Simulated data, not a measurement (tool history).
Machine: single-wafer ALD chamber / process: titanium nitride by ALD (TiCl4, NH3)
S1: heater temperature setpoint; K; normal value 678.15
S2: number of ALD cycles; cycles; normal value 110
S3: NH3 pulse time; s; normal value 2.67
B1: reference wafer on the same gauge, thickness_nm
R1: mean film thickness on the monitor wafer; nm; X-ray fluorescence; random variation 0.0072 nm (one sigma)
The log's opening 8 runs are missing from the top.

run 9 hour=584.1 | S1=678.15 S2=110 S3=2.67 | B1=3.226 | R1=2.916
run 10 hour=660.5 | S1=678.15 S2=110 S3=2.67 | B1=3.228 | R1=2.930
run 11 hour=710.7 | S1=678.15 S2=110 S3=2.67 | B1=3.227 | R1=2.920
run 12 hour=804.8 | S1=672.15 S2=110 S3=2.67 | B1=3.229 | R1=2.900
run 13 hour=910.5 | S1=672.15 S2=110 S3=2.67 | B1=3.230 | R1=2.903
run 14 hour=990.9 | S1=672.15 S2=110 S3=2.67 | B1=3.233 | R1=2.912
-- hour=1066.5 gauge calibrated
run 15 hour=1068.3 | S1=678.15 S2=110 S3=2.67 | B1=3.201 | R1=2.888
run 16 hour=1142.1 | S1=664.15 S2=93 S3=1.71 | B1=3.206 | R1=2.348
-- hour=1209.7 showerhead replaced
run 17 hour=1238.5 | S1=673.15 S2=110 S3=1.86 | B1=3.206 | R1=2.831
run 18 hour=1319.1 | S1=686.15 S2=99 S3=1.93 | B1=3.207 | R1=2.593
run 19 hour=1388.9 | S1=691.15 S2=120 S3=2.67 | B1=3.210 | R1=3.167
run 20 hour=1464.4 | S1=678.15 S2=102 S3=1.75 | B1=3.212 | R1=2.631
run 21 hour=1571.4 | S1=663.15 S2=110 S3=3.05 | B1=3.215 | R1=2.897
run 22 hour=1643.3 | S1=670.15 S2=96 S3=2.15 | B1=3.215 | R1=2.494
-- hour=1743.2 thermocouple changed; heater temperature recalibrated
run 23 hour=1899.0 | S1=678.15 S2=110 S3=2.67 | B1=3.222 | R1=2.909
run 24 hour=1956.2 | S1=678.15 S2=110 S3=2.67 | B1=3.223 | R1=2.907
run 25 hour=2017.5 | S1=678.15 S2=110 S3=2.28 | B1=3.223 | R1=2.894
run 26 hour=2057.2 | S1=678.15 S2=110 S3=2.67 | B1=3.224 | R1=2.908
run 27 hour=2151.1 | S1=684.15 S2=110 S3=2.35 | B1=3.228 | R1=2.909
run 28 hour=2258.8 | S1=684.15 S2=120 S3=3.44 | B1=3.230 | R1=3.216
run 29 hour=2312.8 | S1=668.15 S2=99 S3=2.67 | B1=3.232 | R1=2.612
run 30 hour=2397.8 | S1=678.15 S2=102 S3=2.67 | B1=3.232 | R1=2.711

4 options for the next run, each taken on its own from the tool as it stands now. Forecast them:
run A hour=2398.5 | S1=678.15 S2=127 S3=2.67 | B1=? | R1=?
run B hour=2398.5 | S1=678.15 S2=94 S3=3.58 | B1=? | R1=?
run C hour=2398.5 | S1=678.15 S2=118 S3=3.41 | B1=? | R1=?
run D hour=2398.5 | S1=664.15 S2=93 S3=3.70 | B1=? | R1=?

run=A B1=3.232 R1=3.372
run=B B1=3.232 R1=2.522
run=C B1=3.232 R1=3.161
run=D B1=3.232 R1=2.485
Without the tool's hidden state the same runs would have given:
run=A R1=3.338
run=B R1=2.497
run=C R1=3.129
run=D R1=2.460
